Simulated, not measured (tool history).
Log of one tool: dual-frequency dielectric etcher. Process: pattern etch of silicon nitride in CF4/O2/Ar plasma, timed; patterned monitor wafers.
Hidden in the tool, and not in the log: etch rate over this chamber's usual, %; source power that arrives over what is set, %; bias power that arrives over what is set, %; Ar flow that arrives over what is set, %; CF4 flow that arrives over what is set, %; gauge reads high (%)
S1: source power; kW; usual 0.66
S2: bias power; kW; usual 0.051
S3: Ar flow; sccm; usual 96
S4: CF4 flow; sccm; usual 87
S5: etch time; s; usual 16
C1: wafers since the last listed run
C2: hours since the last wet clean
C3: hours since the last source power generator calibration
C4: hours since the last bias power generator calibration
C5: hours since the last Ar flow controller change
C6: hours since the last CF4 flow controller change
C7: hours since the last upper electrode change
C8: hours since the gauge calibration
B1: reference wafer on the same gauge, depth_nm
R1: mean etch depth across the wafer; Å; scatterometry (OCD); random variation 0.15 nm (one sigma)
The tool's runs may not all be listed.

| run | day | S1 | S2 | S3 | S4 | S5 | C1 | C2 | C3 | C4 | C5 | C6 | C7 | C8 | B1 | R1 |
|---|---|---|---|---|---|---|---|---|---|---|---|---|---|---|---|---|
| 1 | 0 | 0.66 | 0.051 | 96 | 101 | 16 | 0 | 223 | 2298.3 | 1291.2 | 3027.5 | 1141.1 | 2168.2 | 465.6 | 43.99 | 414.9 |
| 2 | 5.871 | 0.66 | 0.051 | 96 | 101 | 16 | 1822 | 363.9 | 2439.2 | 1432.1 | 3168.4 | 1282 | 2309.1 | 606.5 | 43.95 | 415.7 |
| 3 | 7.167 | 0.66 | 0.051 | 96 | 101 | 16 | 402 | 395 | 2470.3 | 1463.2 | 3199.5 | 1313.1 | 2340.2 | 637.6 | 43.98 | 416.5 |
| 4 | 8.538 | 0.66 | 0.051 | 96 | 87 | 16 | 425 | 427.9 | 2503.2 | 1496.1 | 3232.4 | 1346 | 2373.1 | 670.5 | 44.03 | 412.8 |
|  | 11.108 | CF4 flow controller replaced |
| 5 | 11.379 | 0.66 | 0.051 | 96 | 87 | 16 | 804 | 496.1 | 2571.4 | 1564.3 | 3300.6 | 6.5 | 2441.3 | 738.7 | 44.04 | 412 |
|  | 13.825 | upper electrode replaced |
| 6 | 13.846 | 0.66 | 0.051 | 96 | 87 | 16 | 455 | 555.3 | 2630.6 | 1623.5 | 3359.8 | 65.7 | 0.5 | 797.9 | 43.98 | 410.4 |
| 7 | 14.108 | 0.66 | 0.051 | 96 | 87 | 16 | 81 | 561.6 | 2636.9 | 1629.8 | 3366.1 | 72 | 6.8 | 804.2 | 43.99 | 410.3 |
|  | 14.704 | Ar flow controller replaced |
| 8 | 15.279 | 0.66 | 0.051 | 96 | 101 | 16 | 285 | 589.7 | 2665 | 1657.9 | 13.8 | 100.1 | 34.9 | 832.3 | 44.01 | 418.4 |
| 9 | 16.567 | 0.66 | 0.055 | 84 | 79 | 14.5 | 399 | 620.6 | 2695.9 | 1688.8 | 44.7 | 131 | 65.8 | 863.2 | 43.98 | 389.3 |
|  | 18.208 | wet clean of the chamber |
| 10 | 18.229 | 0.54 | 0.062 | 96 | 103 | 16 | 205 | 0.5 | 2735.8 | 1728.7 | 84.6 | 170.9 | 105.7 | 903.1 | 44.04 | 391.1 |
|  | 20.1 | gauge calibrated |
| 11 | 20.129 | 0.66 | 0.047 | 96 | 101 | 16 | 589 | 46.1 | 2781.4 | 1774.3 | 130.2 | 216.5 | 151.3 | 0.7 | 43.96 | 400.5 |
| 12 | 21.896 | 0.66 | 0.051 | 102 | 87 | 16 | 548 | 88.5 | 2823.8 | 1816.7 | 172.6 | 258.9 | 193.7 | 43.1 | 43.96 | 399.3 |
|  | 22.225 | source power generator calibrated |
|  | 22.654 | bias power generator calibrated |
| 13 | 25.558 | 0.66 | 0.044 | 96 | 87 | 16 | 1033 | 176.4 | 80 | 69.7 | 260.5 | 346.8 | 281.6 | 131 | 44 | 390.2 |
| 14 | 27.362 | 0.66 | 0.051 | 96 | 87 | 16 | 560 | 219.7 | 123.3 | 113 | 303.8 | 390.1 | 324.9 | 174.3 | 44.03 | 404.8 |
| 15 | 29.312 | 0.52 | 0.06 | 96 | 77 | 16 | 605 | 266.5 | 170.1 | 159.8 | 350.6 | 436.9 | 371.7 | 221.1 | 44.04 | 368.7 |

How the hidden state differs across the entries between the runs, from the last listed run before each to the first after it:
Between runs 4 and 5: CF4 flow controller replaced (day 11.108)
  etch rate over this chamber's usual, %: 1.29 -> 1.52
  measured less the result without the state, R1: +5.2 -> +6.2 Å
Between runs 5 and 6: upper electrode replaced (day 13.825)
  etch rate over this chamber's usual, %: 1.52 -> 1.72
  measured less the result without the state, R1: +6.2 -> +6.9 Å
Between runs 7 and 8: Ar flow controller replaced (day 14.704)
  etch rate over this chamber's usual, %: 1.74 -> 1.84
  measured less the result without the state, R1: +7.1 -> +7.5 Å
Between runs 9 and 10: wet clean of the chamber (day 18.208)
  etch rate over this chamber's usual, %: 1.94 -> 0.00782
  measured less the result without the state, R1: +7.4 -> +0.1 Å
Between runs 10 and 11: gauge calibrated (day 20.1)
  etch rate over this chamber's usual, %: 0.00782 -> 0.162
  measured less the result without the state, R1: +0.1 -> +0.7 Å
Between runs 12 and 13: source power generator calibrated (day 22.225); bias power generator calibrated (day 22.654)
  etch rate over this chamber's usual, %: 0.306 -> 0.603
  measured less the result without the state, R1: +1.2 -> +2.3 Å
